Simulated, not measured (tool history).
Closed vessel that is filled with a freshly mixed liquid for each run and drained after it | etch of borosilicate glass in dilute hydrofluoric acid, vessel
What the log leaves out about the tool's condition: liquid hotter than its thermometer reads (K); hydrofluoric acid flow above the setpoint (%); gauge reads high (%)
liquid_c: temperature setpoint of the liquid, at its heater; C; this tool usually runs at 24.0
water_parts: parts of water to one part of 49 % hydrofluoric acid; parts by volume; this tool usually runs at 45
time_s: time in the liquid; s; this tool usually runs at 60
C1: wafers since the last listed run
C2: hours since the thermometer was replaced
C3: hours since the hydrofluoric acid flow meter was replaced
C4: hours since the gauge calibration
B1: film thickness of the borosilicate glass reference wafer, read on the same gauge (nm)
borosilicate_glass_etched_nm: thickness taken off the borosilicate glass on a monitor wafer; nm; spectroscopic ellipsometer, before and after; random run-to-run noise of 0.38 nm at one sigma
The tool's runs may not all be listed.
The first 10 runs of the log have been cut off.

{"run": 11, "hour": 116.5, "liquid_c": 24.0, "water_parts": 60, "time_s": 40, "C1": 1117, "C2": 2741.3, "C3": 2599.0, "C4": 309.8, "B1": 50.03, "borosilicate_glass_etched_nm": 40.85}
{"run": 12, "hour": 126.6, "liquid_c": 24.0, "water_parts": 45, "time_s": 60, "C1": 767, "C2": 2751.4, "C3": 2609.1, "C4": 319.9, "B1": 50.02, "borosilicate_glass_etched_nm": 81.96}
{"run": 13, "hour": 136.2, "liquid_c": 19.5, "water_parts": 25, "time_s": 70, "C1": 729, "C2": 2761.0, "C3": 2618.7, "C4": 329.5, "B1": 50.0, "borosilicate_glass_etched_nm": 145.71}
{"run": 14, "hour": 149.3, "liquid_c": 26.0, "water_parts": 30, "time_s": 40, "C1": 995, "C2": 2774.1, "C3": 2631.8, "C4": 342.6, "B1": 50.0, "borosilicate_glass_etched_nm": 91.75}
{"run": 15, "hour": 157.0, "liquid_c": 26.0, "water_parts": 45, "time_s": 35, "C1": 585, "C2": 2781.8, "C3": 2639.5, "C4": 350.3, "B1": 49.97, "borosilicate_glass_etched_nm": 52.04}
{"hour": 159.0, "done": "thermometer replaced"}
{"run": 16, "hour": 167.9, "liquid_c": 24.0, "water_parts": 60, "time_s": 40, "C1": 752, "C2": 8.9, "C3": 2650.4, "C4": 361.2, "B1": 49.99, "borosilicate_glass_etched_nm": 40.44}
{"run": 17, "hour": 185.4, "liquid_c": 24.0, "water_parts": 35, "time_s": 60, "C1": 1329, "C2": 26.4, "C3": 2667.9, "C4": 378.7, "B1": 49.97, "borosilicate_glass_etched_nm": 106.87}
{"run": 18, "hour": 200.8, "liquid_c": 24.0, "water_parts": 45, "time_s": 70, "C1": 1170, "C2": 41.8, "C3": 2683.3, "C4": 394.1, "B1": 50.02, "borosilicate_glass_etched_nm": 95.17}
{"hour": 206.8, "done": "hydrofluoric acid flow meter replaced"}
{"run": 19, "hour": 214.8, "liquid_c": 24.0, "water_parts": 45, "time_s": 60, "C1": 987, "C2": 55.8, "C3": 8.0, "C4": 408.1, "B1": 50.0, "borosilicate_glass_etched_nm": 72.97}
{"run": 20, "hour": 231.0, "liquid_c": 21.5, "water_parts": 30, "time_s": 30, "C1": 1231, "C2": 72.0, "C3": 24.2, "C4": 424.3, "B1": 50.0, "borosilicate_glass_etched_nm": 50.55}
{"hour": 239.5, "done": "gauge calibrated"}
{"run": 21, "hour": 242.3, "liquid_c": 20.5, "water_parts": 35, "time_s": 60, "C1": 858, "C2": 83.3, "C3": 35.5, "C4": 2.8, "B1": 50.01, "borosilicate_glass_etched_nm": 81.62}
{"run": 22, "hour": 255.6, "liquid_c": 24.0, "water_parts": 45, "time_s": 35, "C1": 1010, "C2": 96.6, "C3": 48.8, "C4": 16.1, "B1": 49.99, "borosilicate_glass_etched_nm": 42.25}
{"run": 23, "hour": 262.9, "liquid_c": 24.0, "water_parts": 55, "time_s": 60, "C1": 554, "C2": 103.9, "C3": 56.1, "C4": 23.4, "B1": 49.98, "borosilicate_glass_etched_nm": 59.52}
{"run": 24, "hour": 274.4, "liquid_c": 24.0, "water_parts": 45, "time_s": 60, "C1": 873, "C2": 115.4, "C3": 67.6, "C4": 34.9, "B1": 50.03, "borosilicate_glass_etched_nm": 73.1}
{"run": 25, "hour": 285.7, "liquid_c": 21.0, "water_parts": 30, "time_s": 60, "C1": 858, "C2": 126.7, "C3": 78.9, "C4": 46.2, "B1": 50.02, "borosilicate_glass_etched_nm": 98.55}
{"run": 26, "hour": 292.9, "liquid_c": 24.0, "water_parts": 40, "time_s": 85, "C1": 547, "C2": 133.9, "C3": 86.1, "C4": 53.4, "B1": 49.97, "borosilicate_glass_etched_nm": 118.44}
{"run": 27, "hour": 318.8, "liquid_c": 22.5, "water_parts": 30, "time_s": 50, "C1": 1968, "C2": 159.8, "C3": 112.0, "C4": 79.3, "B1": 50.0, "borosilicate_glass_etched_nm": 88.06}
{"run": 28, "hour": 335.8, "liquid_c": 25.5, "water_parts": 40, "time_s": 60, "C1": 1291, "C2": 176.8, "C3": 129.0, "C4": 96.3, "B1": 50.0, "borosilicate_glass_etched_nm": 89.05}
{"run": 29, "hour": 345.0, "liquid_c": 21.0, "water_parts": 30, "time_s": 90, "C1": 699, "C2": 186.0, "C3": 138.2, "C4": 105.5, "B1": 50.02, "borosilicate_glass_etched_nm": 148.97}
{"run": 30, "hour": 392.5, "liquid_c": 28.5, "water_parts": 45, "time_s": 75, "C1": 3609, "C2": 233.5, "C3": 185.7, "C4": 153.0, "B1": 50.0, "borosilicate_glass_etched_nm": 111.48}
{"run": 31, "hour": 408.5, "liquid_c": 24.0, "water_parts": 45, "time_s": 90, "C1": 1215, "C2": 249.5, "C3": 201.7, "C4": 169.0, "B1": 50.04, "borosilicate_glass_etched_nm": 110.55}
{"run": 32, "hour": 421.6, "liquid_c": 24.0, "water_parts": 25, "time_s": 60, "C1": 995, "C2": 262.6, "C3": 214.8, "C4": 182.1, "B1": 49.96, "borosilicate_glass_etched_nm": 137.67}

Forecast each of these 5 alternatives for the next run:
{"run": "A", "hour": 422.3, "liquid_c": 26.5, "water_parts": 45, "time_s": 60, "C1": 53, "C2": 263.3, "C3": 215.5, "C4": 182.8, "B1": "?", "borosilicate_glass_etched_nm": "?"}
{"run": "B", "hour": 422.3, "liquid_c": 28.5, "water_parts": 30, "time_s": 50, "C1": 53, "C2": 263.3, "C3": 215.5, "C4": 182.8, "B1": "?", "borosilicate_glass_etched_nm": "?"}
{"run": "C", "hour": 422.3, "liquid_c": 20.0, "water_parts": 30, "time_s": 95, "C1": 53, "C2": 263.3, "C3": 215.5, "C4": 182.8, "B1": "?", "borosilicate_glass_etched_nm": "?"}
{"run": "D", "hour": 422.3, "liquid_c": 22.0, "water_parts": 30, "time_s": 30, "C1": 53, "C2": 263.3, "C3": 215.5, "C4": 182.8, "B1": "?", "borosilicate_glass_etched_nm": "?"}
{"run": "E", "hour": 422.3, "liquid_c": 24.0, "water_parts": 30, "time_s": 60, "C1": 53, "C2": 263.3, "C3": 215.5, "C4": 182.8, "B1": "?", "borosilicate_glass_etched_nm": "?"}

run=A B1=50.00 borosilicate_glass_etched_nm=81.80
run=B B1=50.00 borosilicate_glass_etched_nm=113.31
run=C B1=50.00 borosilicate_glass_etched_nm=150.92
run=D B1=50.00 borosilicate_glass_etched_nm=51.92
run=E B1=50.00 borosilicate_glass_etched_nm=112.97
What these runs would have given with no unlogged condition in the tool:
run=A borosilicate_glass_etched_nm=80.10
run=B borosilicate_glass_etched_nm=110.98
run=C borosilicate_glass_etched_nm=147.85
run=D borosilicate_glass_etched_nm=50.86
run=E borosilicate_glass_etched_nm=110.66
